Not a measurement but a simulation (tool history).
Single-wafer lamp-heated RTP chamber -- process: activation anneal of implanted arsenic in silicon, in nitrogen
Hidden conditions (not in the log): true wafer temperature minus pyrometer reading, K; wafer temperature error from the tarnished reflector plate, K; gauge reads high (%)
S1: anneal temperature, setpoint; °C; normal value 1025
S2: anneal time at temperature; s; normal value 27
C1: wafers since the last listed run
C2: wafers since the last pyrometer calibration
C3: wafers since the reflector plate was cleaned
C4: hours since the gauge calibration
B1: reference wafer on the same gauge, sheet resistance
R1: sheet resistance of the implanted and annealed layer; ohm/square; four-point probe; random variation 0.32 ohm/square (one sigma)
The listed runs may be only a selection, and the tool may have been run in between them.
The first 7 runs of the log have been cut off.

Run 8, hour 85.1: usual settings but S1 1013 °C, S2 38 s; C1 120; C2 2077; C3 10446; C4 253.4; B1 253.95. Result: R1 205.65 ohm/square.
Run 9, hour 98.5: usual settings but S1 1013 °C, S2 38 s; C1 201; C2 2279; C3 10648; C4 266.8; B1 254.06. Result: R1 205.14 ohm/square.
Run 10, hour 110.6: usual settings; C1 182; C2 2461; C3 10830; C4 278.9; B1 253.92. Result: R1 206.57 ohm/square.
Run 11, hour 119.2: usual settings; C1 129; C2 2591; C3 10960; C4 287.5; B1 253.86. Result: R1 205.83 ohm/square.
At hour 132.4: pyrometer window cleaned and pyrometer calibrated.
Run 12, hour 137: usual settings; C1 147; C2 69; C3 11107; C4 305.3; B1 254. Result: R1 207.92 ohm/square.
Run 13, hour 143.9: usual settings; C1 103; C2 173; C3 11211; C4 312.2; B1 253.99. Result: R1 208.32 ohm/square.
Run 14, hour 150: usual settings but S1 1036 °C; C1 91; C2 265; C3 11303; C4 318.3; B1 253.75. Result: R1 204.13 ohm/square.
Run 15, hour 159: usual settings but S2 20 s; C1 135; C2 401; C3 11439; C4 327.3; B1 254.08. Result: R1 213.17 ohm/square.
Run 16, hour 166.3: usual settings but S1 1047 °C, S2 34 s; C1 109; C2 511; C3 11549; C4 334.6; B1 253.97. Result: R1 196.35 ohm/square.
Run 17, hour 177.1: usual settings but S1 1017 °C, S2 33 s; C1 162; C2 673; C3 11711; C4 345.4; B1 254.12. Result: R1 207.2 ohm/square.
Run 18, hour 191: usual settings but S1 1011 °C, S2 23 s; C1 209; C2 883; C3 11921; C4 359.3; B1 253.96. Result: R1 216.55 ohm/square.
At hour 203.3: gauge calibrated.
Run 19, hour 206.8: usual settings but S2 38 s; C1 237; C2 1121; C3 12158; C4 3.5; B1 254.06. Result: R1 201.81 ohm/square.
At hour 230.6: reflector plate cleaned.
Run 20, hour 231.1: usual settings but S2 13 s; C1 245; C2 1366; C3 7; C4 27.8; B1 254.19. Result: R1 222.61 ohm/square.
Run 21, hour 232.8: usual settings; C1 25; C2 1392; C3 33; C4 29.5; B1 253.84. Result: R1 209.12 ohm/square.

Run 22 comes next. What will it give?
Run 22, hour 248.1: usual settings but S1 1051 °C; C1 230; C2 1622; C3 263; C4 44.8; B1 ?. Result: R1 ?.

{"run 22": {"B1": 253.99, "R1": 199.84}}
Take away the tool's hidden state, keep the run-to-run variation as it was, and the same run would have given R1 202 ohm/square.
